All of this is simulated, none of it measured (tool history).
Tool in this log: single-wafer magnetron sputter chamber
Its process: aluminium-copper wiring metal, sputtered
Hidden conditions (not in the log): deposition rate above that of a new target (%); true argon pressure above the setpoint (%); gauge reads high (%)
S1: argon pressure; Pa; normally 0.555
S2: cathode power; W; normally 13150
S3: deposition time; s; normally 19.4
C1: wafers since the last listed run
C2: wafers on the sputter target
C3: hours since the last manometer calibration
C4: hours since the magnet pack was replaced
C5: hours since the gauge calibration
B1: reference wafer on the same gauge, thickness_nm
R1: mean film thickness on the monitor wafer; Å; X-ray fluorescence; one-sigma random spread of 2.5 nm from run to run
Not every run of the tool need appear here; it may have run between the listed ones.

run	hour	S1	S2	S3	C1	C2	C3	C4	C5	B1	R1
1	0.0	0.427	15300	19.4	0	2915	1213.1	7571.0	521.5	421.787	4861.34
2	25.1	0.427	15300	19.4	625	3540	1238.2	7596.1	546.6	422.031	4863.92
3	72.4	0.427	15300	19.4	1178	4719	1285.5	7643.4	593.9	422.420	4878.90
4	98.6	0.555	13150	19.4	652	5372	1311.7	7669.6	620.1	421.930	3904.68
# hour 101.2: gauge calibrated
# hour 108.3: sputter target and shields replaced
5	168.6	0.555	15500	19.4	1545	1503	1381.7	7739.6	67.4	422.299	4809.54
6	201.9	0.423	13150	19.4	829	2333	1415.0	7772.9	100.7	421.916	4253.36
7	271.2	0.423	13150	19.4	1727	4060	1484.3	7842.2	170.0	421.863	4228.48
# hour 300.1: sputter target and shields replaced
# hour 333.0: capacitance manometer re-zeroed and calibrated
8	333.9	0.602	13150	19.4	1163	642	0.9	7904.9	232.7	422.340	4008.23
9	364.7	0.602	13150	19.4	767	1410	31.7	7935.7	263.5	421.572	3896.30
10	389.6	0.427	15300	19.4	620	2031	56.6	7960.6	288.4	422.848	4910.14
11	460.5	0.352	13150	19.4	1766	3798	127.5	8031.5	359.3	422.487	4309.06
# hour 472.6: sputter target and shields replaced
12	525.6	0.602	13150	19.4	1423	1320	192.6	8096.6	424.4	421.866	3971.19
13	568.5	0.763	13150	19.4	1069	2389	235.5	8139.5	467.3	422.906	3655.38
14	609.9	0.555	10300	22.8	1031	3421	276.9	8180.9	508.7	422.076	3650.52

Estimate the outcome of run 15 from the log above:
# hour 632.0: gauge calibrated
# hour 671.9: sputter target and shields replaced
# hour 685.1: magnet pack replaced
15	730.9	0.736	13150	19.4	2616	1270	397.9	45.8	98.9	?	?

B1: 422.231
R1: 3732.49 Å
Had the tool carried no hidden state, the very same run would have given R1 3878.12 Å.

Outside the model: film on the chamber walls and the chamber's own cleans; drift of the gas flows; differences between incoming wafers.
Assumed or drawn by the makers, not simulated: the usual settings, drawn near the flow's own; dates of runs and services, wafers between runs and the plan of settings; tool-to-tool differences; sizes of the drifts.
